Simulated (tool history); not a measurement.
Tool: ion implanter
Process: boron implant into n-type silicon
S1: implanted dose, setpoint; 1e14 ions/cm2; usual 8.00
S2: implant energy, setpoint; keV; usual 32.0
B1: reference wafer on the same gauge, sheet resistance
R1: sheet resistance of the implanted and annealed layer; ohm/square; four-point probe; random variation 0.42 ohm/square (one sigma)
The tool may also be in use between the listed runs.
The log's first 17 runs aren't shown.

run,hour,S1,S2,B1,R1
18,1446.2,8.00,32.0,130.06,122.27
19,1531.0,10.34,38.5,130.03,97.87
20,1657.1,9.13,21.0,129.99,112.29
21,1748.7,8.00,32.0,130.08,122.31
22,1810.6,8.00,43.0,130.00,119.15
23,1859.4,8.00,32.0,130.05,123.67
24,1934.6,8.00,32.0,130.00,122.45
25,1976.6,8.00,28.0,129.91,123.80
26,2064.7,9.13,21.0,130.02,113.63
27,2147.3,8.00,32.0,129.97,123.79
28,2218.6,6.25,36.5,130.05,149.01
29,2305.0,9.37,24.5,130.01,111.00
30,2349.5,8.00,22.0,129.92,127.85
31,2386.4,8.00,32.0,130.06,124.57
32,2437.3,7.23,39.0,129.99,132.56
33,2513.0,8.68,42.5,129.96,113.83
34,2594.3,8.00,32.0,130.05,124.53
35,2691.3,10.18,26.5,130.03,104.01
36,2795.9,5.95,24.0,129.99,166.90
# hour 2834.8: Faraday cup replaced and dose calibrated
37,2893.0,8.00,32.0,129.90,121.18

4 ways to go on from here, each from the tool as it stands after run 37. What would each give?
A,2893.4,8.00,32.0,?,?
B,2893.4,6.10,32.0,?,?
C,2893.4,10.25,29.0,?,?
D,2893.4,9.87,22.5,?,?

run,B1,R1
A,129.97,120.49
B,129.97,150.93
C,129.97,98.60
D,129.97,103.65
Without the tool's hidden state the same runs would have given:
run,R1
A,121.25
B,151.88
C,99.23
D,104.32

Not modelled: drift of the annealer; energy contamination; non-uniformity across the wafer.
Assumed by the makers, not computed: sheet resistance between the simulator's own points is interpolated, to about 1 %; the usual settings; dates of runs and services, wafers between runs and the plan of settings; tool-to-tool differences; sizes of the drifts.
